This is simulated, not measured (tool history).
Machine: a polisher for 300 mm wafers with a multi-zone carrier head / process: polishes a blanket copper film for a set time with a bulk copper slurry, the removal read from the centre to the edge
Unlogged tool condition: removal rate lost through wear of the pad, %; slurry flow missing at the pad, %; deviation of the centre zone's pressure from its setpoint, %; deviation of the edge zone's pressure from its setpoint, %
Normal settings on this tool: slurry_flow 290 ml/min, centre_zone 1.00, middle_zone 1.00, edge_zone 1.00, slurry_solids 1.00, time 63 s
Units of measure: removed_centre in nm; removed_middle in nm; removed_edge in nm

run    day  slurry_flow  centre_zone  middle_zone  edge_zone  slurry_solids  time  wafers since the last listed run  wafers polished on this pad  hours since the slurry nozzle was cleaned  hours since the centre zone pressure was calibrated  hours since the edge zone pressure was calibrated  hours since the carrier head's membrane was replaced  incoming thickness of the incoming film, nm  removed_centre  removed_middle  removed_edge
  1  0.000          370         1.00         1.00       1.00           1.00    63                                 0                          344                                      683.6                                                981.1                                             1452.7                                                  40.8                                       3325.4           400.6           407.1         404.8
     0.512  -- slurry nozzle cleaned
  2  1.542          290         1.00         1.00       1.00           1.10    63                               266                          610                                       24.7                                               1018.1                                             1489.7                                                  77.8                                       3261.7           393.3           397.4         407.3
  3  2.058          290         1.00         1.00       1.05           1.00    71                                91                          702                                       37.1                                               1030.5                                             1502.1                                                  90.2                                       3274.0           434.7           444.7         448.4
  4  2.571          290         0.90         1.00       1.00           0.90    63                                91                          793                                       49.4                                               1042.8                                             1514.4                                                 102.5                                       3296.4           356.3           379.9         383.3
     2.992  -- centre zone pressure recalibrated
     3.017  -- edge zone pressure recalibrated
  5  3.221          290         1.00         1.00       1.00           1.00    63                                95                          889                                       65.0                                                  5.5                                                4.9                                                 118.1                                       3256.7           386.0           378.5         399.3
  6  3.654          290         1.00         1.00       1.10           0.75    63                                77                          966                                       75.4                                                 15.9                                               15.3                                                 128.5                                       3294.9           358.1           362.9         387.7
  7  3.983          290         1.00         1.00       1.00           1.00    63                                58                         1025                                       83.3                                                 23.8                                               23.2                                                 136.4                                       3317.2           382.4           380.4         389.5
  8  4.533          290         1.00         1.00       1.00           1.25    44                                97                         1123                                       96.5                                                 37.0                                               36.4                                                 149.6                                       3304.8           281.4           274.0         282.7
  9  4.946          290         1.00         1.06       1.00           0.80    63                                73                         1196                                      106.4                                                 46.9                                               46.3                                                 159.5                                       3292.6           369.0           372.7         376.0
     5.183  -- worn pad replaced by a new one
 10  5.229          290         1.08         1.00       1.00           1.15    63                                20                            8                                      113.2                                                 53.7                                               53.1                                                 166.3                                       3259.5           426.9           412.3         416.4
 11  5.500          230         1.00         1.00       1.00           1.25    63                                48                           56                                      119.7                                                 60.2                                               59.6                                                 172.8                                       3263.9           403.8           406.9         423.9
 12  5.758          290         1.00         1.00       1.00           1.00    63                                45                          102                                      125.9                                                 66.4                                               65.8                                                 179.0                                       3271.8           392.8           389.9         405.9
 13  6.167          290         1.09         1.00       1.10           1.00    72                                72                          174                                      135.7                                                 76.2                                               75.6                                                 188.8                                       3223.2           478.2           453.7         486.0
 14  6.746          290         0.95         1.00       1.06           1.25    63                               102                          277                                      149.6                                                 90.1                                               89.5                                                 202.7                                       3302.7           405.4           421.8         435.9
 15  7.088          210         1.09         0.90       1.00           1.00    63                                60                          338                                      157.8                                                 98.3                                               97.7                                                 210.9                                       3276.9           414.7           354.1         395.8

Run 16 has not been measured yet. What should we expect?
 16  7.521          220         1.00         1.00       1.00           1.00    63                                77                          415                                      168.2                                                108.7                                              108.1                                                 221.3                                       3300.0               ?               ?             ?

Run 16 produced removed_centre 385.4 nm, removed_middle 396.3 nm, removed_edge 406.1 nm.
The same run, on a tool lacking any hidden state, would have yielded removed_centre 388.1 nm, removed_middle 399.0 nm, removed_edge 408.9 nm.

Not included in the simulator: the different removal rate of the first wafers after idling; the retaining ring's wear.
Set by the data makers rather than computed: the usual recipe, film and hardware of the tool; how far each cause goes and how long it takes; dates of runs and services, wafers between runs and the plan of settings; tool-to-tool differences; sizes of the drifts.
